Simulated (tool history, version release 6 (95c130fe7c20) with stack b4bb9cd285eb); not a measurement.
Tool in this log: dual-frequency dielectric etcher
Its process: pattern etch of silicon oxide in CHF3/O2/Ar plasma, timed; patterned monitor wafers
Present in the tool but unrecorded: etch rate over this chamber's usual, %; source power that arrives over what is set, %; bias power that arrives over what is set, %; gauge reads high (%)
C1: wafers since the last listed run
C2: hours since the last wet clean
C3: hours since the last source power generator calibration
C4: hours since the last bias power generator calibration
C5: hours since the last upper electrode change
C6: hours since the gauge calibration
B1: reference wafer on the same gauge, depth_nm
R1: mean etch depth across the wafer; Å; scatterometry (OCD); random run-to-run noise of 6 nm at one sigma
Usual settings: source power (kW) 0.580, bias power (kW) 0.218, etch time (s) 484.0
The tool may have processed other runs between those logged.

Run 1, hour 0.0: usual settings but source power (kW) 0.470; C1 0; C2 109.0; C3 2445.2; C4 4268.6; C5 1828.7; C6 463.6; B1 858.4. Result: R1 8537 Å.
Run 2, hour 20.2: usual settings but source power (kW) 0.470; C1 70; C2 129.2; C3 2465.4; C4 4288.8; C5 1848.9; C6 483.8; B1 860.9. Result: R1 8581 Å.
Run 3, hour 48.9: usual settings but source power (kW) 0.470; C1 99; C2 157.9; C3 2494.1; C4 4317.5; C5 1877.6; C6 512.5; B1 858.8. Result: R1 8650 Å.
Run 4, hour 82.0: usual settings; C1 115; C2 191.0; C3 2527.2; C4 4350.6; C5 1910.7; C6 545.6; B1 861.3. Result: R1 9720 Å.
Run 5, hour 116.0: usual settings; C1 118; C2 225.0; C3 2561.2; C4 4384.6; C5 1944.7; C6 579.6; B1 858.0. Result: R1 9767 Å.
Run 6, hour 134.9: usual settings; C1 65; C2 243.9; C3 2580.1; C4 4403.5; C5 1963.6; C6 598.5; B1 860.6. Result: R1 9709 Å.
Run 7, hour 151.7: usual settings; C1 58; C2 260.7; C3 2596.9; C4 4420.3; C5 1980.4; C6 615.3; B1 859.8. Result: R1 9734 Å.
Run 8, hour 170.5: usual settings; C1 65; C2 279.5; C3 2615.7; C4 4439.1; C5 1999.2; C6 634.1; B1 862.3. Result: R1 9689 Å.
Run 9, hour 192.9: usual settings but etch time (s) 563.5; C1 77; C2 301.9; C3 2638.1; C4 4461.5; C5 2021.6; C6 656.5; B1 860.3. Result: R1 11250 Å.
Run 10, hour 208.7: usual settings but etch time (s) 563.5; C1 54; C2 317.7; C3 2653.9; C4 4477.3; C5 2037.4; C6 672.3; B1 862.7. Result: R1 11303 Å.
At hour 209.6: gauge calibrated.
At hour 254.2: upper electrode replaced.
Run 11, hour 254.7: usual settings but source power (kW) 0.480, bias power (kW) 0.229; C1 76; C2 363.7; C3 2699.9; C4 4523.3; C5 0.5; C6 45.1; B1 843.8. Result: R1 8734 Å.
Run 12, hour 255.6: usual settings but source power (kW) 0.480, bias power (kW) 0.229; C1 3; C2 364.6; C3 2700.8; C4 4524.2; C5 1.4; C6 46.0; B1 845.3. Result: R1 8645 Å.
Run 13, hour 288.8: usual settings but source power (kW) 0.460; C1 115; C2 397.8; C3 2734.0; C4 4557.4; C5 34.6; C6 79.2; B1 848.3. Result: R1 8239 Å.
Run 14, hour 317.1: usual settings; C1 98; C2 426.1; C3 2762.3; C4 4585.7; C5 62.9; C6 107.5; B1 849.5. Result: R1 9665 Å.
At hour 323.4: bias power generator calibrated.
Run 15, hour 336.4: usual settings but source power (kW) 0.680, etch time (s) 396.0; C1 53; C2 445.4; C3 2781.6; C4 13.0; C5 82.2; C6 126.8; B1 850.5. Result: R1 8548 Å.
At hour 385.5: wet clean of the chamber.
Run 16, hour 386.0: usual settings but source power (kW) 0.510, bias power (kW) 0.238; C1 89; C2 0.5; C3 2831.2; C4 62.6; C5 131.8; C6 176.4; B1 854.3. Result: R1 9102 Å.
Run 17, hour 393.4: usual settings but source power (kW) 0.500, bias power (kW) 0.201, etch time (s) 584.0; C1 25; C2 7.9; C3 2838.6; C4 70.0; C5 139.2; C6 183.8; B1 853.4. Result: R1 10548 Å.
Run 18, hour 408.7: usual settings; C1 53; C2 23.2; C3 2853.9; C4 85.3; C5 154.5; C6 199.1; B1 855.9. Result: R1 9712 Å.
Run 19, hour 438.2: usual settings; C1 102; C2 52.7; C3 2883.4; C4 114.8; C5 184.0; C6 228.6; B1 854.5. Result: R1 9652 Å.
At hour 453.1: source power generator calibrated.
Run 20, hour 463.6: usual settings but source power (kW) 0.510, bias power (kW) 0.178, etch time (s) 431.0; C1 74; C2 78.1; C3 10.5; C4 140.2; C5 209.4; C6 254.0; B1 855.2. Result: R1 7782 Å.
Run 21, hour 557.2: usual settings but source power (kW) 0.630, bias power (kW) 0.243; C1 325; C2 171.7; C3 104.1; C4 233.8; C5 303.0; C6 347.6; B1 858.8. Result: R1 10459 Å.
Run 22, hour 586.9: usual settings but source power (kW) 0.500, bias power (kW) 0.198; C1 103; C2 201.4; C3 133.8; C4 263.5; C5 332.7; C6 377.3; B1 860.7. Result: R1 8725 Å.
Run 23, hour 613.4: usual settings but etch time (s) 370.5; C1 92; C2 227.9; C3 160.3; C4 290.0; C5 359.2; C6 403.8; B1 860.2. Result: R1 7411 Å.
Run 24, hour 646.0: usual settings but source power (kW) 0.490, bias power (kW) 0.168; C1 113; C2 260.5; C3 192.9; C4 322.6; C5 391.8; C6 436.4; B1 860.9. Result: R1 8432 Å.

Forecast each of these 3 alternatives for the next run:
Run A, hour 646.6: usual settings; C1 2; C2 261.1; C3 193.5; C4 323.2; C5 392.4; C6 437.0; B1 ?. Result: R1 ?.
Run B, hour 646.6: usual settings but source power (kW) 0.650, etch time (s) 580.0; C1 2; C2 261.1; C3 193.5; C4 323.2; C5 392.4; C6 437.0; B1 ?. Result: R1 ?.
Run C, hour 646.6: usual settings but source power (kW) 0.500; C1 2; C2 261.1; C3 193.5; C4 323.2; C5 392.4; C6 437.0; B1 ?. Result: R1 ?.

run     B1     R1
  A  861.7   9798
  B  861.7  12512
  C  861.7   8969
Without the tool's hidden state the same runs would have given:
run     R1
  A   9548
  B  12194
  C   8740
